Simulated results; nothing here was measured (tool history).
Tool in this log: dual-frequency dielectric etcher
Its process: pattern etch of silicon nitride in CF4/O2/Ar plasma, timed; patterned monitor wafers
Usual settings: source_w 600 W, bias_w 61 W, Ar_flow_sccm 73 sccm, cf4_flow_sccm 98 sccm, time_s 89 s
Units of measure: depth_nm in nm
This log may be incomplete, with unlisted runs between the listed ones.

run	day	source_w	bias_w	Ar_flow_sccm	cf4_flow_sccm	time_s	wafers since the last listed run	hours since the last wet clean	hours since the last source power generator calibration	hours since the last bias power generator calibration	hours since the last Ar flow controller change	hours since the last CF4 flow controller change	hours since the last upper electrode change	hours since the gauge calibration	read-back reference wafer on the same gauge, depth_nm	depth_nm
1	0	600	61	73	98	89	0	529.2	2812	2683.6	2562	6041.5	5026.8	270.1	232.8	217.9
2	0.829	600	61	73	98	71.5	135	549.1	2831.9	2703.5	2581.9	6061.4	5046.7	290	233	174.2
3	1.958	600	61	73	98	71.5	184	576.2	2859	2730.6	2609	6088.5	5073.8	317.1	234.5	175.7
4	2.554	600	61	73	98	89	97	590.5	2873.3	2744.9	2623.3	6102.8	5088.1	331.4	234.6	217.4
5	3.492	600	61	73	98	89	153	613	2895.8	2767.4	2645.8	6125.3	5110.6	353.9	233.9	219.6
# day 4.779: upper electrode replaced
6	4.8	600	61	73	98	89	50	644.4	2927.2	2798.8	2677.2	6156.7	0.5	385.3	233.2	219.5
7	5.85	600	61	67	98	89	171	669.6	2952.4	2824	2702.4	6181.9	25.7	410.5	233.9	218.7
# day 6.379: Ar flow controller replaced
# day 6.425: bias power generator calibrated
8	7.25	600	61	89	108	96.5	181	703.2	2986	19.8	20.9	6215.5	59.3	444.1	234.7	233.8
# day 8.292: CF4 flow controller replaced
# day 8.929: wet clean of the chamber
9	9.288	600	61	73	98	89	188	8.6	3034.9	68.7	69.8	23.9	108.2	493	234.4	225.8
10	9.971	600	61	73	118	89	111	25	3051.3	85.1	86.2	40.3	124.6	509.4	233.8	228
11	11.258	600	61	73	98	89	210	55.9	3082.2	116	117.1	71.2	155.5	540.3	233.9	224.5
# day 11.825: gauge calibrated
12	12.188	600	50	73	104	75.5	152	78.2	3104.5	138.3	139.4	93.5	177.8	8.7	234.3	180.1
13	12.833	600	49	66	98	96.5	105	93.7	3120	153.8	154.9	109	193.3	24.2	234	226.4
14	13.471	600	72	73	82	105.5	104	109	3135.3	169.1	170.2	124.3	208.6	39.5	234.2	273.1
# day 13.7: source power generator calibrated
15	14.792	600	61	73	76	89	188	140.7	26.2	200.8	201.9	156	240.3	71.2	234.7	213
16	15.912	720	61	73	98	101	183	167.6	53.1	227.7	228.8	182.9	267.2	98.1	234.3	293.3
17	17.208	660	61	65	98	89	212	198.7	84.2	258.8	259.9	214	298.3	129.2	234.2	240.5
18	17.979	730	61	73	98	66.5	126	217.2	102.7	277.3	278.4	232.5	316.8	147.7	234.2	194.5
19	19.342	460	73	73	78	89	222	249.9	135.4	310	311.1	265.2	349.5	180.4	233.3	182.9
20	20.75	600	52	80	98	78	230	283.7	169.2	343.8	344.9	299	383.3	214.2	233.2	181.1
21	21.679	600	61	73	98	89	152	306	191.5	366.1	367.2	321.3	405.6	236.5	233.9	218

Below, each run's measurement less what the same run would have read without the hidden state. Both values contain the same run-to-run variation, but the gauge's scatter may not be the same in both:
Hidden state present: etch rate over this chamber's usual, %; source power that arrives over what is set, %; bias power that arrives over what is set, %; Ar flow that arrives over what is set, %; CF4 flow that arrives over what is set, %; gauge reads high (%).
run	depth_nm
1	-6.3
2	-5.3
3	-5.7
4	-7.3
5	-7.7
6	-8.3
7	-8.7
8	-10
9	-1.7
10	-2.1
11	-2.5
12	-2.3
13	-3.2
14	-4.1
15	-3.8
16	-5.7
17	-5.3
18	-4.6
19	-4.7
20	-5.2
21	-6.7
